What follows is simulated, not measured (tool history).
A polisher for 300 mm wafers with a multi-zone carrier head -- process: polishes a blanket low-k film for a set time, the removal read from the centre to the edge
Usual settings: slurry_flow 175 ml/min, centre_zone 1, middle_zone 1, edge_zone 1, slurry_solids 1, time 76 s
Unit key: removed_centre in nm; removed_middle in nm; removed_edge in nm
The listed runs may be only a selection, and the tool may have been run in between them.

run,hour,slurry_flow,centre_zone,middle_zone,edge_zone,slurry_solids,time,"incoming thickness of the incoming film, nm",removed_centre,removed_middle,removed_edge
1,0,175,1,1.09,1,1,76,590.3,18.1,19.7,19.7
2,14,175,1,1.09,1,1,76,601.2,18.3,20.6,19.4
# hour 19.9: edge zone pressure recalibrated
3,44,175,1,1.09,1,1,76,598.6,18.1,20,19.3
# hour 74: slurry nozzle cleaned
4,75.5,175,1,1.04,1,1,68,581.2,15.9,17.5,17.5
# hour 82.8: worn pad replaced by a new one
5,107.9,175,1,1,1,1,76,584,18,18.9,19.6
6,143.3,175,1,1,1,1,76,598.6,18.5,18.8,19.6
7,173.1,225,1.1,1,1,0.85,76,598.2,18.2,17.2,17.7
8,206.4,175,0.91,1,1,0.8,89,586.7,16,19.3,19.4
9,235.9,175,1.05,1,1.05,1.3,76,591.8,21.9,22,23.3
# hour 261.4: worn pad replaced by a new one
10,268.6,175,1,1,1,0.85,76,597.7,15.8,16.9,17.5
# hour 276.9: carrier head's membrane replaced by a new one, of another model than before
# hour 284.2: centre zone pressure recalibrated
11,302.7,205,1,1,1,1,76,597.3,19.2,19.2,20
12,326.2,175,1,1,1,1,76,592.9,18.9,18.6,19.5
13,348.1,200,1,1,0.91,1.15,66,593.4,17.4,17.9,18.1
14,378.6,120,1.11,1,1,1.2,76,590.3,22.2,20.1,20.8
# hour 402.2: worn pad replaced by a new one
15,402.7,190,1.1,1,0.9,1,91,592.8,24.8,23,23.3
16,412.6,175,1,1,1,1,76,585.5,18.3,18.9,19.5

Run 17 comes next. What will it give?
17,436.5,175,1.08,1,1,0.85,101,595.2,?,?,?

removed_centre: 23.9 nm
removed_middle: 22.2 nm
removed_edge: 23.1 nm
Had the tool carried no hidden state, the very same run would have given removed_centre 25.3 nm, removed_middle 22.2 nm, removed_edge 23.1 nm.
